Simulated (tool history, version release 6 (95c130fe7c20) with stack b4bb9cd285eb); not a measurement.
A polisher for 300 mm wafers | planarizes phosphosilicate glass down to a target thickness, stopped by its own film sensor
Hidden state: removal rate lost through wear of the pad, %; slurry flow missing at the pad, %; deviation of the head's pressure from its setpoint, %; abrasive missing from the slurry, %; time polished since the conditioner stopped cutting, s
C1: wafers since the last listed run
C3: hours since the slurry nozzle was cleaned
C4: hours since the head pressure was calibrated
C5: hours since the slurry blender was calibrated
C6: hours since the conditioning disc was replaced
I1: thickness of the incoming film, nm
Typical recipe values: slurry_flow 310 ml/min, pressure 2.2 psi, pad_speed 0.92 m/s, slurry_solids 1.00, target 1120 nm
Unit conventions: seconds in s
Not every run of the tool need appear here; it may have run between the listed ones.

run 1 hour=0.0 | slurry_flow=310 pressure=2.4 pad_speed=0.92 slurry_solids=1.00 target=1120 | C1=0 wafers_polished_on_this_pad=1092 C3=167.7 C4=965.7 C5=362.6 C6=132.6 | I1=1880.3 | seconds=118.4
-- hour=1.8 worn pad replaced by a new one
run 2 hour=15.3 | slurry_flow=310 pressure=2.4 pad_speed=0.92 slurry_solids=1.00 target=1120 | C1=100 wafers_polished_on_this_pad=100 C3=183.0 C4=981.0 C5=377.9 C6=147.9 | I1=1856.3 | seconds=120.1
run 3 hour=28.0 | slurry_flow=310 pressure=2.2 pad_speed=1.10 slurry_solids=1.00 target=1120 | C1=93 wafers_polished_on_this_pad=193 C3=195.7 C4=993.7 C5=390.6 C6=160.6 | I1=1878.9 | seconds=120.1
-- hour=45.7 conditioning disc replaced and pad reconditioned
run 4 hour=46.2 | slurry_flow=310 pressure=2.2 pad_speed=1.10 slurry_solids=1.00 target=1120 | C1=119 wafers_polished_on_this_pad=313 C3=213.9 C4=1011.9 C5=408.8 C6=0.5 | I1=1901.6 | seconds=105.1
run 5 hour=58.5 | slurry_flow=310 pressure=2.2 pad_speed=1.10 slurry_solids=1.00 target=1120 | C1=90 wafers_polished_on_this_pad=404 C3=226.2 C4=1024.2 C5=421.1 C6=12.8 | I1=1894.2 | seconds=107.0
run 6 hour=103.7 | slurry_flow=310 pressure=2.2 pad_speed=1.04 slurry_solids=1.00 target=1120 | C1=334 wafers_polished_on_this_pad=738 C3=271.4 C4=1069.4 C5=466.3 C6=58.0 | I1=1920.4 | seconds=116.5
run 7 hour=120.3 | slurry_flow=310 pressure=2.2 pad_speed=1.04 slurry_solids=1.00 target=1120 | C1=122 wafers_polished_on_this_pad=861 C3=288.0 C4=1086.0 C5=482.9 C6=74.6 | I1=1879.1 | seconds=112.7
run 8 hour=128.6 | slurry_flow=310 pressure=2.2 pad_speed=1.04 slurry_solids=1.00 target=1120 | C1=61 wafers_polished_on_this_pad=922 C3=296.3 C4=1094.3 C5=491.2 C6=82.9 | I1=1880.0 | seconds=110.1
-- hour=133.2 slurry blender recalibrated
run 9 hour=144.1 | slurry_flow=310 pressure=2.2 pad_speed=0.92 slurry_solids=1.00 target=1120 | C1=99 wafers_polished_on_this_pad=1022 C3=311.8 C4=1109.8 C5=10.9 C6=98.4 | I1=1877.4 | seconds=126.1
-- hour=150.8 worn pad replaced by a new one
run 10 hour=153.7 | slurry_flow=395 pressure=2.2 pad_speed=0.78 slurry_solids=1.00 target=1120 | C1=41 wafers_polished_on_this_pad=21 C3=321.4 C4=1119.4 C5=20.5 C6=108.0 | I1=1895.5 | seconds=144.2
-- hour=167.0 head pressure recalibrated
-- hour=187.4 conditioning disc replaced and pad reconditioned
run 11 hour=193.0 | slurry_flow=310 pressure=2.2 pad_speed=0.92 slurry_solids=1.00 target=1120 | C1=260 wafers_polished_on_this_pad=282 C3=360.7 C4=26.0 C5=59.8 C6=5.6 | I1=1889.7 | seconds=119.1
run 12 hour=209.2 | slurry_flow=310 pressure=2.2 pad_speed=0.92 slurry_solids=1.00 target=1120 | C1=119 wafers_polished_on_this_pad=402 C3=376.9 C4=42.2 C5=76.0 C6=21.8 | I1=1878.6 | seconds=118.4
-- hour=217.1 slurry nozzle cleaned
run 13 hour=217.6 | slurry_flow=310 pressure=2.2 pad_speed=1.02 slurry_solids=1.00 target=1274 | C1=54 wafers_polished_on_this_pad=457 C3=0.5 C4=50.6 C5=84.4 C6=30.2 | I1=1886.1 | seconds=88.7
run 14 hour=226.8 | slurry_flow=310 pressure=2.2 pad_speed=0.92 slurry_solids=1.00 target=1343 | C1=68 wafers_polished_on_this_pad=525 C3=9.7 C4=59.8 C5=93.6 C6=39.4 | I1=1906.0 | seconds=89.4
run 15 hour=244.8 | slurry_flow=270 pressure=2.2 pad_speed=1.16 slurry_solids=1.00 target=1120 | C1=133 wafers_polished_on_this_pad=658 C3=27.7 C4=77.8 C5=111.6 C6=57.4 | I1=1876.2 | seconds=104.5
run 16 hour=262.1 | slurry_flow=265 pressure=2.2 pad_speed=0.92 slurry_solids=1.00 target=1294 | C1=127 wafers_polished_on_this_pad=786 C3=45.0 C4=95.1 C5=128.9 C6=74.7 | I1=1901.1 | seconds=99.7
run 17 hour=272.5 | slurry_flow=310 pressure=2.2 pad_speed=0.84 slurry_solids=0.90 target=1120 | C1=76 wafers_polished_on_this_pad=862 C3=55.4 C4=105.5 C5=139.3 C6=85.1 | I1=1863.8 | seconds=139.0
-- hour=279.0 worn pad replaced by a new one
run 18 hour=279.5 | slurry_flow=310 pressure=2.2 pad_speed=0.92 slurry_solids=0.75 target=1120 | C1=22 wafers_polished_on_this_pad=3 C3=62.4 C4=112.5 C5=146.3 C6=92.1 | I1=1874.8 | seconds=144.4

Each row is a separate what-if for the run after 18, all from the same tool condition, not one after another. Results?
run A hour=280.0 | slurry_flow=310 pressure=2.2 pad_speed=0.92 slurry_solids=1.00 target=1120 | C1=3 wafers_polished_on_this_pad=7 C3=62.9 C4=113.0 C5=146.8 C6=92.6 | I1=1881.3 | seconds=?
run B hour=280.0 | slurry_flow=310 pressure=2.2 pad_speed=0.92 slurry_solids=1.00 target=1273 | C1=3 wafers_polished_on_this_pad=7 C3=62.9 C4=113.0 C5=146.8 C6=92.6 | I1=1881.3 | seconds=?
run C hour=280.0 | slurry_flow=310 pressure=2.7 pad_speed=1.18 slurry_solids=1.00 target=1331 | C1=3 wafers_polished_on_this_pad=7 C3=62.9 C4=113.0 C5=146.8 C6=92.6 | I1=1881.3 | seconds=?

run=A seconds=122.5
run=B seconds=97.9
run=C seconds=60.6
Without the tool's unlogged condition, the same runs would have read:
run=A seconds=116.4
run=B seconds=93.0
run=C seconds=56.2
